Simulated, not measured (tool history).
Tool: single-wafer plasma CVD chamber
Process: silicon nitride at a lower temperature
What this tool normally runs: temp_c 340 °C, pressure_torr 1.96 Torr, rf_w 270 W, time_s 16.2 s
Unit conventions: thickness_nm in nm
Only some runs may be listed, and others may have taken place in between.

run	hour	temp_c	pressure_torr	rf_w	time_s	read-back reference wafer on the same gauge, thickness_nm	thickness_nm
1	0	340	1.96	270	14.7	16.299	14.127
2	78.3	337	1.96	270	16.2	16.315	15.626
3	131.1	337	1.96	270	16.2	16.294	15.574
4	179.8	337	1.96	270	16.2	16.29	15.651
# hour 205.8: gauge calibrated
5	243.8	340	1.96	270	16.2	16.295	15.577
6	329	340	1.96	270	16.2	16.296	15.486
7	405.5	340	1.96	270	16.2	16.284	15.571
8	493.7	340	1.83	270	16.2	16.29	15.178
9	564.9	340	1.96	270	17.2	16.327	16.329
10	627.2	340	1.57	270	16.2	16.281	14.712
11	697	340	1.59	270	16.2	16.315	14.722
# hour 769.1: RF generator calibrated
12	786.8	340	1.96	300	16.2	16.306	16.562
13	876.6	340	1.96	270	16.2	16.301	15.011
# hour 897.9: showerhead replaced
14	925.8	333	1.8	270	16.2	16.301	14.776
15	970.7	340	1.78	235	16.2	16.312	12.657
16	1016.4	340	1.96	270	16.2	16.286	14.887
# hour 1086.7: thermocouple changed; heater temperature recalibrated
# hour 1089.2: capacitance manometer re-zeroed and calibrated
17	1102.9	340	1.71	270	16.2	16.318	14.557
# hour 1147.6: RF generator calibrated, repeated, since the last time left the tool worse
18	1199.8	340	1.96	270	16.2	16.307	15.78
19	1267.8	334	1.8	270	16.2	16.299	15.501
20	1331.5	347	1.96	220	16.2	16.308	12.624
21	1435.4	336	1.51	290	13.8	16.306	13.621

Run 22 is up next; what results do you expect?
22	1542.1	344	2.18	270	19.3	?	?

read-back reference wafer on the same gauge, thickness_nm: 16.315
thickness_nm: 19.18 nm
Had the tool carried no hidden state, the very same run would have given thickness_nm 19.223 nm.
